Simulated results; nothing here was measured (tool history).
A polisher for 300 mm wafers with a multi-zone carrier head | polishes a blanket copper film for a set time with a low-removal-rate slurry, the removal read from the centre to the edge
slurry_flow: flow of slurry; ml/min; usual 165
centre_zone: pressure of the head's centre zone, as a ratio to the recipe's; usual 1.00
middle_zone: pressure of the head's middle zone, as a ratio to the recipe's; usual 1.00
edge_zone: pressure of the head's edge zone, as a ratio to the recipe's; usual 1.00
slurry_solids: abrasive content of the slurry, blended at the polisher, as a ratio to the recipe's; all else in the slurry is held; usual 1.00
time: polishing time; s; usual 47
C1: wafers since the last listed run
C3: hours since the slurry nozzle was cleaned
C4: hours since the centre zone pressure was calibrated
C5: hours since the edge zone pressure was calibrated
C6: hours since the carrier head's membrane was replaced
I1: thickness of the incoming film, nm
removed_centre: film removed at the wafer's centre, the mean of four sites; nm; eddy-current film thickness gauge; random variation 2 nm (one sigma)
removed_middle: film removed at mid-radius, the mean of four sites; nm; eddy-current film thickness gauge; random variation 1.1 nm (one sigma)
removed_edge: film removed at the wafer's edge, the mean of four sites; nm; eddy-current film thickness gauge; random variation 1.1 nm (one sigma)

{"run": 1, "hour": 0.0, "slurry_flow": 165, "centre_zone": 1.0, "middle_zone": 1.0, "edge_zone": 1.0, "slurry_solids": 1.0, "time": 43, "C1": 0, "wafers polished on this pad": 653, "C3": 404.0, "C4": 851.4, "C5": 572.0, "C6": 1759.7, "I1": 789.4, "removed_centre": 140.6, "removed_middle": 143.9, "removed_edge": 140.8}
{"run": 2, "hour": 7.7, "slurry_flow": 165, "centre_zone": 1.0, "middle_zone": 1.0, "edge_zone": 1.0, "slurry_solids": 1.0, "time": 43, "C1": 100, "wafers polished on this pad": 753, "C3": 411.7, "C4": 859.1, "C5": 579.7, "C6": 1767.4, "I1": 783.2, "removed_centre": 140.4, "removed_middle": 141.4, "removed_edge": 139.7}
{"hour": 10.4, "done": "centre zone pressure recalibrated"}
{"run": 3, "hour": 24.8, "slurry_flow": 165, "centre_zone": 1.0, "middle_zone": 1.0, "edge_zone": 0.96, "slurry_solids": 1.0, "time": 47, "C1": 196, "wafers polished on this pad": 949, "C3": 428.8, "C4": 14.4, "C5": 596.8, "C6": 1784.5, "I1": 786.4, "removed_centre": 152.9, "removed_middle": 154.2, "removed_edge": 149.9}
{"run": 4, "hour": 36.5, "slurry_flow": 165, "centre_zone": 1.0, "middle_zone": 1.0, "edge_zone": 1.0, "slurry_solids": 1.0, "time": 47, "C1": 152, "wafers polished on this pad": 1101, "C3": 440.5, "C4": 26.1, "C5": 608.5, "C6": 1796.2, "I1": 797.7, "removed_centre": 154.3, "removed_middle": 153.2, "removed_edge": 152.8}
{"hour": 48.4, "done": "slurry nozzle cleaned"}
{"run": 5, "hour": 51.6, "slurry_flow": 165, "centre_zone": 0.95, "middle_zone": 1.0, "edge_zone": 1.05, "slurry_solids": 1.0, "time": 47, "C1": 183, "wafers polished on this pad": 1284, "C3": 3.2, "C4": 41.2, "C5": 623.6, "C6": 1811.3, "I1": 795.8, "removed_centre": 141.0, "removed_middle": 153.2, "removed_edge": 154.2}
{"run": 6, "hour": 60.9, "slurry_flow": 165, "centre_zone": 1.0, "middle_zone": 1.0, "edge_zone": 1.0, "slurry_solids": 1.0, "time": 47, "C1": 120, "wafers polished on this pad": 1405, "C3": 12.5, "C4": 50.5, "C5": 632.9, "C6": 1820.6, "I1": 793.1, "removed_centre": 149.3, "removed_middle": 155.2, "removed_edge": 152.0}
{"hour": 70.4, "done": "worn pad replaced by a new one"}
{"run": 7, "hour": 77.0, "slurry_flow": 165, "centre_zone": 1.0, "middle_zone": 1.0, "edge_zone": 0.93, "slurry_solids": 1.0, "time": 35, "C1": 157, "wafers polished on this pad": 85, "C3": 28.6, "C4": 66.6, "C5": 649.0, "C6": 1836.7, "I1": 797.4, "removed_centre": 120.6, "removed_middle": 121.3, "removed_edge": 115.9}
{"run": 8, "hour": 88.5, "slurry_flow": 165, "centre_zone": 1.0, "middle_zone": 0.93, "edge_zone": 1.0, "slurry_solids": 1.0, "time": 47, "C1": 149, "wafers polished on this pad": 234, "C3": 40.1, "C4": 78.1, "C5": 660.5, "C6": 1848.2, "I1": 790.3, "removed_centre": 159.2, "removed_middle": 150.9, "removed_edge": 158.6}
{"run": 9, "hour": 98.3, "slurry_flow": 165, "centre_zone": 1.0, "middle_zone": 1.0, "edge_zone": 1.0, "slurry_solids": 0.75, "time": 39, "C1": 127, "wafers polished on this pad": 361, "C3": 49.9, "C4": 87.9, "C5": 670.3, "C6": 1858.0, "I1": 774.1, "removed_centre": 119.7, "removed_middle": 121.2, "removed_edge": 118.1}
{"run": 10, "hour": 111.8, "slurry_flow": 165, "centre_zone": 1.0, "middle_zone": 1.0, "edge_zone": 1.0, "slurry_solids": 1.0, "time": 47, "C1": 175, "wafers polished on this pad": 537, "C3": 63.4, "C4": 101.4, "C5": 683.8, "C6": 1871.5, "I1": 790.4, "removed_centre": 157.1, "removed_middle": 157.4, "removed_edge": 155.0}
{"run": 11, "hour": 127.8, "slurry_flow": 165, "centre_zone": 1.0, "middle_zone": 1.0, "edge_zone": 1.0, "slurry_solids": 1.0, "time": 47, "C1": 207, "wafers polished on this pad": 745, "C3": 79.4, "C4": 117.4, "C5": 699.8, "C6": 1887.5, "I1": 798.0, "removed_centre": 157.6, "removed_middle": 157.5, "removed_edge": 152.1}
{"run": 12, "hour": 138.3, "slurry_flow": 165, "centre_zone": 1.0, "middle_zone": 1.0, "edge_zone": 1.0, "slurry_solids": 1.0, "time": 47, "C1": 136, "wafers polished on this pad": 881, "C3": 89.9, "C4": 127.9, "C5": 710.3, "C6": 1898.0, "I1": 795.8, "removed_centre": 151.5, "removed_middle": 156.3, "removed_edge": 155.1}
{"hour": 146.3, "done": "edge zone pressure recalibrated"}
{"run": 13, "hour": 146.8, "slurry_flow": 165, "centre_zone": 0.96, "middle_zone": 1.0, "edge_zone": 0.97, "slurry_solids": 1.3, "time": 47, "C1": 84, "wafers polished on this pad": 966, "C3": 98.4, "C4": 136.4, "C5": 0.5, "C6": 1906.5, "I1": 794.5, "removed_centre": 162.3, "removed_middle": 169.2, "removed_edge": 165.5}
{"hour": 165.5, "done": "carrier head's membrane replaced by a new one"}
{"hour": 167.2, "done": "worn pad replaced by a new one"}
{"run": 14, "hour": 167.7, "slurry_flow": 190, "centre_zone": 1.0, "middle_zone": 1.11, "edge_zone": 1.05, "slurry_solids": 1.0, "time": 47, "C1": 184, "wafers polished on this pad": 6, "C3": 119.3, "C4": 157.3, "C5": 21.4, "C6": 2.2, "I1": 788.1, "removed_centre": 171.1, "removed_middle": 184.2, "removed_edge": 167.1}
{"run": 15, "hour": 171.3, "slurry_flow": 165, "centre_zone": 1.0, "middle_zone": 1.0, "edge_zone": 1.0, "slurry_solids": 1.0, "time": 47, "C1": 46, "wafers polished on this pad": 53, "C3": 122.9, "C4": 160.9, "C5": 25.0, "C6": 5.8, "I1": 783.2, "removed_centre": 161.7, "removed_middle": 163.2, "removed_edge": 161.3}
{"run": 16, "hour": 178.3, "slurry_flow": 165, "centre_zone": 1.0, "middle_zone": 1.0, "edge_zone": 1.0, "slurry_solids": 1.0, "time": 47, "C1": 90, "wafers polished on this pad": 144, "C3": 129.9, "C4": 167.9, "C5": 32.0, "C6": 12.8, "I1": 802.8, "removed_centre": 161.2, "removed_middle": 163.4, "removed_edge": 161.1}
{"run": 17, "hour": 187.5, "slurry_flow": 165, "centre_zone": 0.94, "middle_zone": 1.0, "edge_zone": 1.11, "slurry_solids": 0.85, "time": 59, "C1": 119, "wafers polished on this pad": 264, "C3": 139.1, "C4": 177.1, "C5": 41.2, "C6": 22.0, "I1": 779.1, "removed_centre": 182.0, "removed_middle": 193.6, "removed_edge": 196.8}
{"run": 18, "hour": 195.7, "slurry_flow": 165, "centre_zone": 0.96, "middle_zone": 1.0, "edge_zone": 1.09, "slurry_solids": 1.0, "time": 47, "C1": 106, "wafers polished on this pad": 370, "C3": 147.3, "C4": 185.3, "C5": 49.4, "C6": 30.2, "I1": 792.5, "removed_centre": 149.1, "removed_middle": 158.7, "removed_edge": 161.7}
{"run": 19, "hour": 210.4, "slurry_flow": 140, "centre_zone": 1.06, "middle_zone": 0.94, "edge_zone": 1.09, "slurry_solids": 1.0, "time": 47, "C1": 191, "wafers polished on this pad": 561, "C3": 162.0, "C4": 200.0, "C5": 64.1, "C6": 44.9, "I1": 794.4, "removed_centre": 156.0, "removed_middle": 147.3, "removed_edge": 159.3}
{"run": 20, "hour": 222.9, "slurry_flow": 165, "centre_zone": 0.89, "middle_zone": 1.0, "edge_zone": 0.97, "slurry_solids": 1.0, "time": 47, "C1": 162, "wafers polished on this pad": 723, "C3": 174.5, "C4": 212.5, "C5": 76.6, "C6": 57.4, "I1": 798.7, "removed_centre": 138.8, "removed_middle": 156.3, "removed_edge": 151.7}
{"run": 21, "hour": 235.2, "slurry_flow": 165, "centre_zone": 1.0, "middle_zone": 1.0, "edge_zone": 1.0, "slurry_solids": 1.0, "time": 47, "C1": 159, "wafers polished on this pad": 883, "C3": 186.8, "C4": 224.8, "C5": 88.9, "C6": 69.7, "I1": 790.4, "removed_centre": 152.3, "removed_middle": 155.1, "removed_edge": 152.6}

Forecast each of these 5 alternatives for the next run:
{"run": "A", "hour": 235.6, "slurry_flow": 165, "centre_zone": 1.0, "middle_zone": 1.0, "edge_zone": 1.06, "slurry_solids": 1.0, "time": 47, "C1": 5, "wafers polished on this pad": 889, "C3": 187.2, "C4": 225.2, "C5": 89.3, "C6": 70.1, "I1": 794.5, "removed_centre": "?", "removed_middle": "?", "removed_edge": "?"}
{"run": "B", "hour": 235.6, "slurry_flow": 165, "centre_zone": 1.0, "middle_zone": 1.0, "edge_zone": 1.0, "slurry_solids": 1.0, "time": 40, "C1": 5, "wafers polished on this pad": 889, "C3": 187.2, "C4": 225.2, "C5": 89.3, "C6": 70.1, "I1": 794.5, "removed_centre": "?", "removed_middle": "?", "removed_edge": "?"}
{"run": "C", "hour": 235.6, "slurry_flow": 165, "centre_zone": 0.91, "middle_zone": 1.0, "edge_zone": 1.0, "slurry_solids": 1.0, "time": 47, "C1": 5, "wafers polished on this pad": 889, "C3": 187.2, "C4": 225.2, "C5": 89.3, "C6": 70.1, "I1": 794.5, "removed_centre": "?", "removed_middle": "?", "removed_edge": "?"}
{"run": "D", "hour": 235.6, "slurry_flow": 220, "centre_zone": 1.0, "middle_zone": 0.96, "edge_zone": 0.96, "slurry_solids": 1.2, "time": 47, "C1": 5, "wafers polished on this pad": 889, "C3": 187.2, "C4": 225.2, "C5": 89.3, "C6": 70.1, "I1": 794.5, "removed_centre": "?", "removed_middle": "?", "removed_edge": "?"}
{"run": "E", "hour": 235.6, "slurry_flow": 165, "centre_zone": 0.9, "middle_zone": 1.0, "edge_zone": 1.0, "slurry_solids": 0.85, "time": 47, "C1": 5, "wafers polished on this pad": 889, "C3": 187.2, "C4": 225.2, "C5": 89.3, "C6": 70.1, "I1": 794.5, "removed_centre": "?", "removed_middle": "?", "removed_edge": "?"}

run=A removed_centre=154.7 removed_middle=156.7 removed_edge=156.7
run=B removed_centre=131.7 removed_middle=133.4 removed_edge=129.6
run=C removed_centre=140.7 removed_middle=156.8 removed_edge=152.3
run=D removed_centre=171.1 removed_middle=166.7 removed_edge=162.7
run=E removed_centre=132.2 removed_middle=149.1 removed_edge=144.8
Without the tool's hidden state the same runs would have given:
run=A removed_centre=164.4 removed_middle=166.6 removed_edge=166.5
run=B removed_centre=139.9 removed_middle=141.8 removed_edge=137.7
run=C removed_centre=149.5 removed_middle=166.6 removed_edge=161.8
run=D removed_centre=181.8 removed_middle=177.2 removed_edge=172.9
run=E removed_centre=140.5 removed_middle=158.4 removed_edge=153.8
